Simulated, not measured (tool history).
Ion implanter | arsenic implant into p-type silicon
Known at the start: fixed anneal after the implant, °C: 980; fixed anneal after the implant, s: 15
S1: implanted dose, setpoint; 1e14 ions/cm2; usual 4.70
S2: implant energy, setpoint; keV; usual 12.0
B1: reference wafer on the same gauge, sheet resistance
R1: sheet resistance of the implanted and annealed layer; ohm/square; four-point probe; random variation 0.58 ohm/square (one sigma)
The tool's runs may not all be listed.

run     day    S1    S2      B1      R1
  1   0.000  4.70  12.0  240.06  244.90
      0.254  -- gauge calibrated
  2   0.933  4.70  12.0  239.67  245.71
  3   2.321  4.70  12.0  240.14  244.45
  4   3.350  4.70  12.0  240.05  244.12
  5   4.642  4.70  12.0  239.72  243.45
  6   5.712  4.12  13.5  240.02  262.78
  7   6.288  4.70  12.0  240.07  243.37
  8   7.104  4.70  12.0  239.77  244.67
  9   8.508  5.95   9.5  240.06  219.62
 10   9.779  6.05  14.0  239.91  204.76
 11  11.046  3.50  12.0  240.08  298.93
 12  12.412  4.70  12.0  240.08  242.55
     12.604  -- gauge calibrated
     12.888  -- extraction supply calibrated
 13  12.925  5.99  16.0  240.02  200.36
     14.196  -- Faraday cup replaced and dose calibrated
 14  14.217  4.70  12.0  240.29  249.48
 15  15.279  4.70  12.0  240.18  249.63
 16  16.504  5.53  15.0  240.02  217.64
 17  19.808  6.02  12.0  240.01  214.00

4 ways to go on from here, each from the tool as it stands after run 17. What would each give?
  A  19.825  3.74  12.0   ?   ?
  B  19.825  5.46   9.5   ?   ?
  C  19.825  4.70   8.0   ?   ?
  D  19.825  5.68  12.0   ?   ?

run      B1      R1
  A  240.00  292.28
  B  240.00  233.96
  C  240.00  262.57
  D  240.00  221.06
Without the tool's hidden state the same runs would have given:
run      R1
  A  290.82
  B  233.06
  C  261.44
  D  220.21
